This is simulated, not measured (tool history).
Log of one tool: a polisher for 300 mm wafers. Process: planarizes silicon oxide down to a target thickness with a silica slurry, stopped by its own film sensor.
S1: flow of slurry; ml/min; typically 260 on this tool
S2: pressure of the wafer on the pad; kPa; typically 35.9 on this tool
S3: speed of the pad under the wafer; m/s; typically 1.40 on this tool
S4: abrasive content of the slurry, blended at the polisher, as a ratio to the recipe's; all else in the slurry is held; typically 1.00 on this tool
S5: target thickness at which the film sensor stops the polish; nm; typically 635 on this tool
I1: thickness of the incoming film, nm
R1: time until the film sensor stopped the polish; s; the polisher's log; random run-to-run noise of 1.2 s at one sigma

run,hour,S1,S2,S3,S4,S5,I1,R1
1,0.0,260,35.9,1.40,1.00,635,1224.7,152.8
2,30.0,260,35.9,1.40,1.00,635,1227.4,150.0
3,55.1,260,35.9,1.40,1.00,635,1234.6,156.2
4,81.2,260,35.9,1.40,1.00,635,1238.9,158.5
5,100.9,260,35.9,1.40,1.00,635,1225.5,153.2
6,134.3,260,35.9,1.06,0.95,635,1224.4,185.8
7,149.4,260,35.9,1.06,0.95,635,1227.4,172.3
8,173.7,260,35.9,1.06,0.95,635,1236.1,174.5
9,204.3,260,35.9,1.40,1.00,700,1229.6,127.9
10,239.2,260,35.9,1.40,1.00,435,1214.1,188.3
11,254.2,345,45.5,1.78,1.00,635,1228.1,94.7
12,282.4,260,35.9,1.40,1.00,635,1233.7,147.4
13,309.5,260,28.3,1.40,1.00,478,1241.8,238.3
14,337.7,260,40.0,1.40,1.00,467,1245.7,167.7
15,396.4,260,35.9,1.40,1.00,517,1214.2,173.5
16,419.9,310,26.2,1.40,0.85,546,1235.5,239.3
17,443.1,260,28.3,1.14,0.80,566,1223.5,250.0
18,458.3,260,35.9,1.40,1.00,635,1228.1,144.3
19,491.1,300,35.9,1.40,1.00,635,1207.2,139.2
20,527.0,260,35.9,1.40,1.00,635,1240.2,151.6
21,540.0,260,24.8,0.96,1.25,795,1208.2,181.4
22,568.3,230,42.1,1.04,1.00,513,1236.6,189.5
23,600.1,260,35.9,1.70,1.00,635,1232.7,132.0
24,632.2,235,42.1,1.58,1.00,573,1231.9,132.1

Missing from the log above: 14 entries noted between runs. For each, name the pair of listed runs it sits between and say how the tool's hidden condition differs from the listed run just before to the listed run just after:
After run 4, before run 5: slurry blender recalibrated (hour 99.6)
  deviation of the head's pressure from its setpoint, %: -7.2 -> -7.35
  measured result minus the result with no hidden state, R1: +11.4 -> +11.3 s
After run 5, before run 6: conditioning disc replaced and pad reconditioned (hour 104.3)
  deviation of the head's pressure from its setpoint, %: -7.35 -> -7.62
  measured result minus the result with no hidden state, R1: +11.3 -> +14.2 s
After run 6, before run 7: head pressure recalibrated (hour 148.7)
  deviation of the head's pressure from its setpoint, %: -7.62 -> 0.129
  measured result minus the result with no hidden state, R1: +14.2 -> -0.2 s
After run 7, before run 8: slurry nozzle cleaned (hour 162.7); worn pad replaced by a new one (hour 168.6)
  deviation of the head's pressure from its setpoint, %: 0.129 -> -0.0631
  measured result minus the result with no hidden state, R1: -0.2 -> +0.2 s
After run 10, before run 11: conditioning disc replaced and pad reconditioned (hour 252.1)
  deviation of the head's pressure from its setpoint, %: -0.581 -> -0.7
  measured result minus the result with no hidden state, R1: +1.1 -> +0.6 s
After run 11, before run 12: slurry blender recalibrated (hour 281.9)
  deviation of the head's pressure from its setpoint, %: -0.7 -> -0.923
  measured result minus the result with no hidden state, R1: +0.6 -> +1.4 s
After run 13, before run 14: worn pad replaced by a new one (hour 315.5)
  deviation of the head's pressure from its setpoint, %: -1.14 -> -1.36
  measured result minus the result with no hidden state, R1: +2.7 -> +2.3 s
After run 15, before run 16: conditioning disc replaced and pad reconditioned (hour 414.4); slurry nozzle cleaned (hour 419.4)
  deviation of the head's pressure from its setpoint, %: -1.83 -> -2.01
  measured result minus the result with no hidden state, R1: +3.1 -> +4.9 s
After run 16, before run 17: slurry blender recalibrated (hour 437.9)
  deviation of the head's pressure from its setpoint, %: -2.01 -> -2.19
  measured result minus the result with no hidden state, R1: +4.9 -> +5.5 s
After run 18, before run 19: worn pad replaced by a new one (hour 477.0)
  deviation of the head's pressure from its setpoint, %: -2.32 -> -2.57
  measured result minus the result with no hidden state, R1: +3.3 -> +3.6 s
After run 21, before run 22: conditioning disc replaced and pad reconditioned (hour 552.2)
  deviation of the head's pressure from its setpoint, %: -2.96 -> -3.19
  measured result minus the result with no hidden state, R1: +5.4 -> +6.0 s
After run 22, before run 23: slurry blender recalibrated (hour 596.6)
  deviation of the head's pressure from its setpoint, %: -3.19 -> -3.44
  measured result minus the result with no hidden state, R1: +6.0 -> +4.6 s
